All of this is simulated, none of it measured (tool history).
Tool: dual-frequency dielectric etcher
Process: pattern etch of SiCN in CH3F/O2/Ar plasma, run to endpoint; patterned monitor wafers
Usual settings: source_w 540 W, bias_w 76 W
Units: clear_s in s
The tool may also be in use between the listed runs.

run   hour  source_w  bias_w  incoming incoming film thickness, nm  clear_s
  1      0       540      76                                  7.55     17.5
  2   11.8       540      76                                  7.58     17.6
  3     27       540      76                                  7.53     17.4
  4   40.8       580      65                                  7.64     17.9
  5   56.7       580      65                                  7.66     17.8
  6   98.2       580      65                                  7.55     17.6
  7   98.6       540      76                                  7.55     17.5
  8   98.9       640      70                                  7.61     16.6
  9   99.5       620      76                                  7.58     16.4
 10  114.5       540      76                                  7.55     17.5
 11  126.4       540      76                                  7.62     17.7
 12  136.5       460      92                                  7.69     18.3
 13  153.7       610      66                                  7.65     17.3
 14  165.3       440      67                                  7.63     20.2
 15  180.2       540      71                                  7.67     18.2

Not shown: 4 entries that the log had between the listed runs. Between which runs, and how does the tool's hidden state differ before and after?
Between runs 4 and 5: source power generator calibrated (hour 56.2)
  no hidden state differs between the two runs
Between runs 5 and 6: wet clean of the chamber (hour 84.6); bias power generator calibrated (hour 89); upper electrode replaced (hour 97.7)
  no hidden state differs between the two runs
